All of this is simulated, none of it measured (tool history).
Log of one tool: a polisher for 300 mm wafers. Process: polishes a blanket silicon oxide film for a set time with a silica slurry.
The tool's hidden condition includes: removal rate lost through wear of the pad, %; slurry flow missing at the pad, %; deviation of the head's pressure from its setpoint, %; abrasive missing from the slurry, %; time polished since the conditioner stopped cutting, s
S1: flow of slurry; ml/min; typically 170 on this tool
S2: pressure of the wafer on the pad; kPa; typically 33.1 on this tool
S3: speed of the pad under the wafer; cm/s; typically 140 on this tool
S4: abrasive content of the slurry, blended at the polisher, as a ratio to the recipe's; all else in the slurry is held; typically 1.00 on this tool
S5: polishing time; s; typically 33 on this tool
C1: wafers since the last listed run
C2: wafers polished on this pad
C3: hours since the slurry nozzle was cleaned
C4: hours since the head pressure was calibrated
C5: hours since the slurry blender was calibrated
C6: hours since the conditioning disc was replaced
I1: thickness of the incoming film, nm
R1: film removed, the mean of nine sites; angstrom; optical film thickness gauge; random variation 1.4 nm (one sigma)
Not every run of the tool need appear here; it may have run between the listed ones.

run,hour,S1,S2,S3,S4,S5,C1,C2,C3,C4,C5,C6,I1,R1
1,0.0,170,33.1,140,1.00,33,0,1194,503.7,597.1,108.0,115.8,1846.4,1476
2,8.8,170,33.1,140,1.00,33,77,1271,512.5,605.9,116.8,124.6,1799.8,1506
# hour 24.1: worn pad replaced by a new one
3,24.6,170,33.1,140,1.00,33,103,4,528.3,621.7,132.6,140.4,1854.9,1483
# hour 36.1: slurry blender recalibrated
4,38.5,170,33.1,140,1.00,33,104,108,542.2,635.6,2.4,154.3,1863.2,1439
5,50.8,170,33.1,140,1.00,33,107,215,554.5,647.9,14.7,166.6,1819.5,1470
6,57.6,170,39.3,140,1.00,33,59,275,561.3,654.7,21.5,173.4,1839.9,1735
7,65.2,170,39.3,140,1.00,33,66,341,568.9,662.3,29.1,181.0,1846.9,1758
8,81.2,170,33.1,140,1.00,33,140,481,584.9,678.3,45.1,197.0,1849.4,1474
9,96.0,170,37.2,184,1.00,33,129,611,599.7,693.1,59.9,211.8,1870.6,2052
# hour 104.3: head pressure recalibrated
# hour 113.1: conditioning disc replaced and pad reconditioned
10,116.5,170,41.4,154,0.85,33,144,755,620.2,12.2,80.4,3.4,1855.7,1901
11,123.5,170,33.1,140,1.00,33,61,817,627.2,19.2,87.4,10.4,1839.5,1464
# hour 127.6: slurry nozzle cleaned
12,133.7,170,25.5,116,0.90,38,80,897,6.1,29.4,97.6,20.6,1834.5,1022
# hour 150.2: slurry blender recalibrated
# hour 164.4: worn pad replaced by a new one
# hour 179.4: slurry nozzle cleaned, repeated, since the last time left the tool worse
13,184.8,170,33.1,140,1.00,29,386,169,5.4,80.5,34.6,71.7,1820.8,1354
14,196.0,170,41.4,154,0.85,33,98,267,16.6,91.7,45.8,82.9,1838.5,1962
15,212.1,170,29.0,168,0.85,22,140,408,32.7,107.8,61.9,99.0,1837.9,987
16,226.7,170,33.1,140,1.00,33,127,536,47.3,122.4,76.5,113.6,1840.5,1512
17,238.7,170,33.1,140,1.30,33,105,641,59.3,134.4,88.5,125.6,1814.2,1641

Run-by-run hidden state of the tool:
removal rate lost through wear of the pad, %: 0 at every run
deviation of the head's pressure from its setpoint, %: 0 at every run
abrasive missing from the slurry, %: 0 at every run
time polished since the conditioner stopped cutting, s: 0 at every run
H1: slurry flow missing at the pad, %
run,H1
1,24.4
2,24.4
3,24.6
4,24.7
5,24.8
6,24.9
7,24.9
8,25
9,25.1
10,25.2
11,25.3
12,46.9
13,2.3
14,3.69
15,5.56
16,7.12
17,8.32
